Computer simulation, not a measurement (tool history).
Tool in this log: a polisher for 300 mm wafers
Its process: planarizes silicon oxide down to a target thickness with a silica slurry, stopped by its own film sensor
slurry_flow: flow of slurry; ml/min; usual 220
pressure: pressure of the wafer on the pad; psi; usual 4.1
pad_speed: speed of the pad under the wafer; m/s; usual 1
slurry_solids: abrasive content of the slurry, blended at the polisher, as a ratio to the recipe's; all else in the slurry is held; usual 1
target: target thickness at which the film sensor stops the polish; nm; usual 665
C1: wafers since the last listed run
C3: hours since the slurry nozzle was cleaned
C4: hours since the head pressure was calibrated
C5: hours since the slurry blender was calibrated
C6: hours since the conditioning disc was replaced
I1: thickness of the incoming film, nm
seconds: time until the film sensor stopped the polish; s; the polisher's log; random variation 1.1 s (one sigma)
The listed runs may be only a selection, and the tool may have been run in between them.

run 1 hour=0 | slurry_flow=220 pressure=4.1 pad_speed=1 slurry_solids=1 target=614 | C1=0 wafers_polished_on_this_pad=651 C3=310.1 C4=218.5 C5=284.6 C6=398.7 | I1=860 | seconds=76.1
run 2 hour=82 | slurry_flow=220 pressure=4.1 pad_speed=1 slurry_solids=1 target=689 | C1=500 wafers_polished_on_this_pad=1152 C3=392.1 C4=300.5 C5=366.6 C6=480.7 | I1=863.6 | seconds=54.4
run 3 hour=182.6 | slurry_flow=220 pressure=4.1 pad_speed=1 slurry_solids=1 target=665 | C1=614 wafers_polished_on_this_pad=1766 C3=492.7 C4=401.1 C5=467.2 C6=581.3 | I1=864.1 | seconds=60.4
run 4 hour=221.1 | slurry_flow=220 pressure=4.1 pad_speed=1 slurry_solids=1 target=665 | C1=235 wafers_polished_on_this_pad=2001 C3=531.2 C4=439.6 C5=505.7 C6=619.8 | I1=883.2 | seconds=67.7
run 5 hour=276.2 | slurry_flow=220 pressure=5.1 pad_speed=1 slurry_solids=1 target=593 | C1=336 wafers_polished_on_this_pad=2338 C3=586.3 C4=494.7 C5=560.8 C6=674.9 | I1=864.4 | seconds=70
run 6 hour=355.1 | slurry_flow=220 pressure=4.1 pad_speed=1 slurry_solids=1 target=665 | C1=481 wafers_polished_on_this_pad=2819 C3=665.2 C4=573.6 C5=639.7 C6=753.8 | I1=873.6 | seconds=64
-- hour=371.2 conditioning disc replaced and pad reconditioned
run 7 hour=396.5 | slurry_flow=255 pressure=4.1 pad_speed=1 slurry_solids=1 target=593 | C1=240 wafers_polished_on_this_pad=3060 C3=706.6 C4=615 C5=681.1 C6=25.3 | I1=873.2 | seconds=82
-- hour=458.2 slurry blender recalibrated
-- hour=467.5 slurry nozzle cleaned
run 8 hour=476.4 | slurry_flow=220 pressure=4.1 pad_speed=1 slurry_solids=0.85 target=665 | C1=469 wafers_polished_on_this_pad=3530 C3=8.9 C4=694.9 C5=18.2 C6=105.2 | I1=873.9 | seconds=69.8
-- hour=571.6 worn pad replaced by a new one
run 9 hour=577.5 | slurry_flow=240 pressure=5 pad_speed=1 slurry_solids=1 target=665 | C1=593 wafers_polished_on_this_pad=36 C3=110 C4=796 C5=119.3 C6=206.3 | I1=855.1 | seconds=50.6
run 10 hour=651.2 | slurry_flow=220 pressure=4.1 pad_speed=1 slurry_solids=0.9 target=665 | C1=450 wafers_polished_on_this_pad=486 C3=183.7 C4=869.7 C5=193 C6=280 | I1=876.5 | seconds=66.3
run 11 hour=752.9 | slurry_flow=220 pressure=4.1 pad_speed=1 slurry_solids=1 target=665 | C1=621 wafers_polished_on_this_pad=1107 C3=285.4 C4=971.4 C5=294.7 C6=381.7 | I1=883.3 | seconds=70.2
run 12 hour=807.4 | slurry_flow=165 pressure=4.1 pad_speed=1 slurry_solids=1 target=665 | C1=332 wafers_polished_on_this_pad=1440 C3=339.9 C4=1025.9 C5=349.2 C6=436.2 | I1=876.9 | seconds=67.1
-- hour=886.4 head pressure recalibrated
run 13 hour=896.4 | slurry_flow=220 pressure=4.1 pad_speed=1 slurry_solids=1 target=665 | C1=531 wafers_polished_on_this_pad=1971 C3=428.9 C4=10 C5=438.2 C6=525.2 | I1=864.3 | seconds=62
run 14 hour=999.2 | slurry_flow=220 pressure=4.8 pad_speed=1.22 slurry_solids=1.3 target=665 | C1=627 wafers_polished_on_this_pad=2599 C3=531.7 C4=112.8 C5=541 C6=628 | I1=874.8 | seconds=46.2
-- hour=1022 conditioning disc replaced and pad reconditioned
run 15 hour=1071.7 | slurry_flow=220 pressure=4.1 pad_speed=0.88 slurry_solids=1.1 target=625 | C1=430 wafers_polished_on_this_pad=3030 C3=604.2 C4=185.3 C5=613.5 C6=49.7 | I1=868.7 | seconds=82.2
-- hour=1086.5 slurry blender recalibrated
run 16 hour=1145.8 | slurry_flow=220 pressure=4.1 pad_speed=1.2 slurry_solids=1.2 target=665 | C1=440 wafers_polished_on_this_pad=3470 C3=678.3 C4=259.4 C5=59.3 C6=123.8 | I1=879 | seconds=53.4
-- hour=1188.6 slurry nozzle cleaned
run 17 hour=1205.3 | slurry_flow=220 pressure=4.1 pad_speed=1 slurry_solids=1 target=665 | C1=357 wafers_polished_on_this_pad=3827 C3=16.7 C4=318.9 C5=118.8 C6=183.3 | I1=870.3 | seconds=65
-- hour=1282.4 worn pad replaced by a new one
run 18 hour=1293.8 | slurry_flow=220 pressure=4.1 pad_speed=1 slurry_solids=1 target=665 | C1=516 wafers_polished_on_this_pad=69 C3=105.2 C4=407.4 C5=207.3 C6=271.8 | I1=866.6 | seconds=62.3
run 19 hour=1353 | slurry_flow=195 pressure=4.1 pad_speed=1 slurry_solids=1 target=605 | C1=361 wafers_polished_on_this_pad=431 C3=164.4 C4=466.6 C5=266.5 C6=331 | I1=862.5 | seconds=79.1
run 20 hour=1453.1 | slurry_flow=220 pressure=4.1 pad_speed=1.36 slurry_solids=1.1 target=665 | C1=611 wafers_polished_on_this_pad=1042 C3=264.5 C4=566.7 C5=366.6 C6=431.1 | I1=883.7 | seconds=51.7
run 21 hour=1530 | slurry_flow=200 pressure=4.1 pad_speed=1 slurry_solids=1 target=665 | C1=469 wafers_polished_on_this_pad=1512 C3=341.4 C4=643.6 C5=443.5 C6=508 | I1=855.4 | seconds=58.7
run 22 hour=1573.4 | slurry_flow=220 pressure=5.4 pad_speed=1 slurry_solids=1 target=665 | C1=265 wafers_polished_on_this_pad=1777 C3=384.8 C4=687 C5=486.9 C6=551.4 | I1=859.5 | seconds=47.9
run 23 hour=1662 | slurry_flow=220 pressure=4.1 pad_speed=1.16 slurry_solids=1 target=665 | C1=541 wafers_polished_on_this_pad=2318 C3=473.4 C4=775.6 C5=575.5 C6=640 | I1=873 | seconds=56.5

Forecast run 24:
-- hour=1689.9 conditioning disc replaced and pad reconditioned
run 24 hour=1743.3 | slurry_flow=220 pressure=4.1 pad_speed=1 slurry_solids=1 target=608 | C1=484 wafers_polished_on_this_pad=2803 C3=554.7 C4=856.9 C5=656.8 C6=53.4 | I1=862.8 | seconds=?

{"run 24": {"seconds": 77.4}}
Minus the tool's unlogged condition, the same run would have read seconds 77.4 s.
